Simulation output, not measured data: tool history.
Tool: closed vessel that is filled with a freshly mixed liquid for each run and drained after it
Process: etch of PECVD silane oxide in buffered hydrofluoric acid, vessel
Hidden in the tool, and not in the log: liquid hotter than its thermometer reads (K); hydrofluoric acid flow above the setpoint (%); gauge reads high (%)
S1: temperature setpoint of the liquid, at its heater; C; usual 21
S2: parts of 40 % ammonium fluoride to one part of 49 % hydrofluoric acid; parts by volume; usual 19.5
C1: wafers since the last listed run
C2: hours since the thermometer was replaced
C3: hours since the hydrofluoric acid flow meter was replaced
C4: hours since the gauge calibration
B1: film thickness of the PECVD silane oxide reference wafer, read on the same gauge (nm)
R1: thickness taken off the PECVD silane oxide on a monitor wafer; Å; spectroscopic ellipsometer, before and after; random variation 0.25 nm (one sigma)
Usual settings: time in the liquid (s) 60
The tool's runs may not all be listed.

{"run": 1, "hour": 0.0, "S1": 21, "S2": 16.5, "time in the liquid (s)": 60, "C1": 0, "C2": 510.2, "C3": 668.9, "C4": 1970, "B1": 89.99, "R1": 930}
{"hour": 50.0, "done": "thermometer replaced"}
{"run": 2, "hour": 66.1, "S1": 21, "S2": 19.5, "time in the liquid (s)": 60, "C1": 9398, "C2": 16.1, "C3": 735, "C4": 2036.1, "B1": 90, "R1": 822.2}
{"run": 3, "hour": 124.6, "S1": 21, "S2": 19.5, "time in the liquid (s)": 60, "C1": 8445, "C2": 74.6, "C3": 793.5, "C4": 2094.6, "B1": 90.02, "R1": 826.2}
{"run": 4, "hour": 169.7, "S1": 21, "S2": 19.5, "time in the liquid (s)": 60, "C1": 6511, "C2": 119.7, "C3": 838.6, "C4": 2139.7, "B1": 90.02, "R1": 834.8}
{"run": 5, "hour": 225.7, "S1": 21, "S2": 19.5, "time in the liquid (s)": 60, "C1": 8085, "C2": 175.7, "C3": 894.6, "C4": 2195.7, "B1": 89.99, "R1": 830.9}
{"run": 6, "hour": 281.2, "S1": 21, "S2": 19.5, "time in the liquid (s)": 60, "C1": 8012, "C2": 231.2, "C3": 950.1, "C4": 2251.2, "B1": 90.02, "R1": 835.3}
{"hour": 386.1, "done": "thermometer replaced, repeated, since the last time left the tool worse"}
{"run": 7, "hour": 438.4, "S1": 21, "S2": 19.5, "time in the liquid (s)": 60, "C1": 22551, "C2": 52.3, "C3": 1107.3, "C4": 2408.4, "B1": 90.01, "R1": 755.3}
{"run": 8, "hour": 501.0, "S1": 21, "S2": 19.5, "time in the liquid (s)": 60, "C1": 9037, "C2": 114.9, "C3": 1169.9, "C4": 2471, "B1": 90.01, "R1": 758.3}
{"run": 9, "hour": 536.7, "S1": 21, "S2": 19.5, "time in the liquid (s)": 60, "C1": 5154, "C2": 150.6, "C3": 1205.6, "C4": 2506.7, "B1": 89.99, "R1": 759.7}
{"run": 10, "hour": 575.6, "S1": 21, "S2": 19.5, "time in the liquid (s)": 60, "C1": 5616, "C2": 189.5, "C3": 1244.5, "C4": 2545.6, "B1": 90.01, "R1": 758.3}
{"hour": 578.7, "done": "gauge calibrated"}
{"run": 11, "hour": 604.6, "S1": 21, "S2": 19.5, "time in the liquid (s)": 60, "C1": 4186, "C2": 218.5, "C3": 1273.5, "C4": 25.9, "B1": 90.01, "R1": 761.6}
{"run": 12, "hour": 649.5, "S1": 21, "S2": 19.5, "time in the liquid (s)": 60, "C1": 6482, "C2": 263.4, "C3": 1318.4, "C4": 70.8, "B1": 89.98, "R1": 763.9}
{"run": 13, "hour": 679.3, "S1": 21, "S2": 19.5, "time in the liquid (s)": 60, "C1": 4302, "C2": 293.2, "C3": 1348.2, "C4": 100.6, "B1": 90, "R1": 769.7}
{"run": 14, "hour": 721.9, "S1": 21, "S2": 19.5, "time in the liquid (s)": 60, "C1": 6150, "C2": 335.8, "C3": 1390.8, "C4": 143.2, "B1": 90, "R1": 768.9}
{"run": 15, "hour": 764.0, "S1": 21, "S2": 25, "time in the liquid (s)": 35, "C1": 6078, "C2": 377.9, "C3": 1432.9, "C4": 185.3, "B1": 90, "R1": 378.7}
{"hour": 766.2, "done": "hydrofluoric acid flow meter replaced"}
{"hour": 898.4, "done": "thermometer replaced"}
{"run": 16, "hour": 958.3, "S1": 21, "S2": 19.5, "time in the liquid (s)": 60, "C1": 27763, "C2": 59.9, "C3": 192.1, "C4": 379.6, "B1": 90, "R1": 757.3}
{"run": 17, "hour": 1009.4, "S1": 21, "S2": 12, "time in the liquid (s)": 35, "C1": 7377, "C2": 111, "C3": 243.2, "C4": 430.7, "B1": 90.02, "R1": 713.2}
{"run": 18, "hour": 1036.3, "S1": 21, "S2": 15.5, "time in the liquid (s)": 60, "C1": 3883, "C2": 137.9, "C3": 270.1, "C4": 457.6, "B1": 89.99, "R1": 952.9}
{"run": 19, "hour": 1095.9, "S1": 26, "S2": 19.5, "time in the liquid (s)": 85, "C1": 8604, "C2": 197.5, "C3": 329.7, "C4": 517.2, "B1": 90, "R1": 1421.9}
{"run": 20, "hour": 1241.4, "S1": 21, "S2": 19.5, "time in the liquid (s)": 60, "C1": 21006, "C2": 343, "C3": 475.2, "C4": 662.7, "B1": 89.99, "R1": 768.5}
{"run": 21, "hour": 1310.1, "S1": 19.5, "S2": 13.5, "time in the liquid (s)": 40, "C1": 9918, "C2": 411.7, "C3": 543.9, "C4": 731.4, "B1": 90, "R1": 684.5}
{"run": 22, "hour": 1346.0, "S1": 18.5, "S2": 19.5, "time in the liquid (s)": 95, "C1": 5183, "C2": 447.6, "C3": 579.8, "C4": 767.3, "B1": 90.02, "R1": 1067}
{"run": 23, "hour": 1409.7, "S1": 24, "S2": 14.5, "time in the liquid (s)": 30, "C1": 9196, "C2": 511.3, "C3": 643.5, "C4": 831, "B1": 90, "R1": 615.6}
{"run": 24, "hour": 1458.7, "S1": 18.5, "S2": 19.5, "time in the liquid (s)": 60, "C1": 7074, "C2": 560.3, "C3": 692.5, "C4": 880, "B1": 89.99, "R1": 687}
{"run": 25, "hour": 1490.9, "S1": 18, "S2": 25.5, "time in the liquid (s)": 80, "C1": 4648, "C2": 592.5, "C3": 724.7, "C4": 912.2, "B1": 90.01, "R1": 734.5}
{"hour": 1547.5, "done": "thermometer replaced"}
{"run": 26, "hour": 1548.0, "S1": 17, "S2": 13, "time in the liquid (s)": 75, "C1": 8099, "C2": 0.5, "C3": 781.8, "C4": 969.3, "B1": 90.03, "R1": 1123.3}
{"run": 27, "hour": 1599.7, "S1": 19, "S2": 19.5, "time in the liquid (s)": 60, "C1": 7464, "C2": 52.2, "C3": 833.5, "C4": 1021, "B1": 90, "R1": 671.2}
{"run": 28, "hour": 1646.1, "S1": 24, "S2": 15.5, "time in the liquid (s)": 80, "C1": 6699, "C2": 98.6, "C3": 879.9, "C4": 1067.4, "B1": 90, "R1": 1479.9}
{"run": 29, "hour": 1670.8, "S1": 25.5, "S2": 25.5, "time in the liquid (s)": 30, "C1": 3566, "C2": 123.3, "C3": 904.6, "C4": 1092.1, "B1": 89.99, "R1": 400.3}
{"run": 30, "hour": 1698.7, "S1": 25, "S2": 21.5, "time in the liquid (s)": 45, "C1": 4028, "C2": 151.2, "C3": 932.5, "C4": 1120, "B1": 90.01, "R1": 656.9}
{"run": 31, "hour": 1750.8, "S1": 21, "S2": 14.5, "time in the liquid (s)": 30, "C1": 7521, "C2": 203.3, "C3": 984.6, "C4": 1172.1, "B1": 89.99, "R1": 508.6}
{"run": 32, "hour": 1819.3, "S1": 21, "S2": 19.5, "time in the liquid (s)": 60, "C1": 9889, "C2": 271.8, "C3": 1053.1, "C4": 1240.6, "B1": 90.03, "R1": 764.7}

Measured less the same run without the tool's hidden state. The same run-to-run variation is in both; the gauge's scatter may not be:
run=1 R1=+45.9
run=2 R1=+75.6
run=3 R1=+79.3
run=4 R1=+83.1
run=5 R1=+86
run=6 R1=+89.8
run=7 R1=+3.4
run=8 R1=+7.2
run=9 R1=+9.3
run=10 R1=+11.7
run=11 R1=+13.4
run=12 R1=+16
run=13 R1=+17.8
run=14 R1=+20.3
run=15 R1=+11.3
run=16 R1=+7.2
run=17 R1=+9.4
run=18 R1=+14.7
run=19 R1=+27.3
run=20 R1=+24
run=21 R1=+25.3
run=22 R1=+42.6
run=23 R1=+26.6
run=24 R1=+33.4
run=25 R1=+37.8
run=26 R1=+1.3
run=27 R1=+3.4
run=28 R1=+12.9
run=29 R1=+4.1
run=30 R1=+8.2
run=31 R1=+8.7
run=32 R1=+17.3
